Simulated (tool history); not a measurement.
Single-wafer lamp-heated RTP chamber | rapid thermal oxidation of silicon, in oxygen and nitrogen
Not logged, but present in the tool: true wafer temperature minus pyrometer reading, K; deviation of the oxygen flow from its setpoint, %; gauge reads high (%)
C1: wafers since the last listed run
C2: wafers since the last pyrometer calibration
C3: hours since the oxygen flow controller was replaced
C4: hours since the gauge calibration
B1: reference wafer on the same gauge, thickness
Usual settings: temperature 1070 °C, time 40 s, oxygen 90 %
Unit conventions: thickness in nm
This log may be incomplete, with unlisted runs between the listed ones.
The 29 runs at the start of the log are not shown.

run 30 hour=1535 | temperature=1070 time=40 oxygen=90 | C1=302 C2=1491 C3=499.6 C4=615.4 | B1=10.036 | thickness=8.953
run 31 hour=1567 | temperature=1070 time=48 oxygen=69 | C1=207 C2=1699 C3=531.6 C4=647.4 | B1=10.039 | thickness=8.856
run 32 hour=1619.8 | temperature=1048 time=54 oxygen=98 | C1=343 C2=2042 C3=584.4 C4=700.2 | B1=10.036 | thickness=9.123
run 33 hour=1661.3 | temperature=1085 time=40 oxygen=76 | C1=269 C2=2312 C3=625.9 C4=741.7 | B1=10.035 | thickness=9.387
run 34 hour=1704 | temperature=1080 time=32 oxygen=90 | C1=277 C2=2590 C3=668.6 C4=784.4 | B1=10.029 | thickness=8.819
-- hour=1715.7 pyrometer window cleaned and pyrometer calibrated
run 35 hour=1750.7 | temperature=1047 time=35 oxygen=60 | C1=251 C2=227 C3=715.3 C4=831.1 | B1=10.027 | thickness=6.215
run 36 hour=1801.7 | temperature=1080 time=32 oxygen=90 | C1=331 C2=558 C3=766.3 C4=882.1 | B1=10.037 | thickness=8.587
run 37 hour=1839.2 | temperature=1043 time=31 oxygen=98 | C1=243 C2=802 C3=803.8 C4=919.6 | B1=10.016 | thickness=6.771
run 38 hour=1960.7 | temperature=1070 time=60 oxygen=68 | C1=789 C2=1592 C3=925.3 C4=1041.1 | B1=10.031 | thickness=9.596

What if the next run were any one of these 4? Each begins from the tool's condition after run 38:
run A hour=1961.2 | temperature=1088 time=40 oxygen=90 | C1=3 C2=1595 C3=925.8 C4=1041.6 | B1=? | thickness=?
run B hour=1961.2 | temperature=1070 time=27 oxygen=90 | C1=3 C2=1595 C3=925.8 C4=1041.6 | B1=? | thickness=?
run C hour=1961.2 | temperature=1053 time=40 oxygen=90 | C1=3 C2=1595 C3=925.8 C4=1041.6 | B1=? | thickness=?
run D hour=1961.2 | temperature=1062 time=22 oxygen=98 | C1=3 C2=1595 C3=925.8 C4=1041.6 | B1=? | thickness=?

run=A B1=10.03 thickness=10.096
run=B B1=10.03 thickness=7.583
run=C B1=10.03 thickness=8.013
run=D B1=10.03 thickness=6.8
Stripped of hidden state, with their random variation kept, the same runs would have yielded:
run=A thickness=9.98
run=B thickness=7.494
run=C thickness=7.916
run=D thickness=6.719
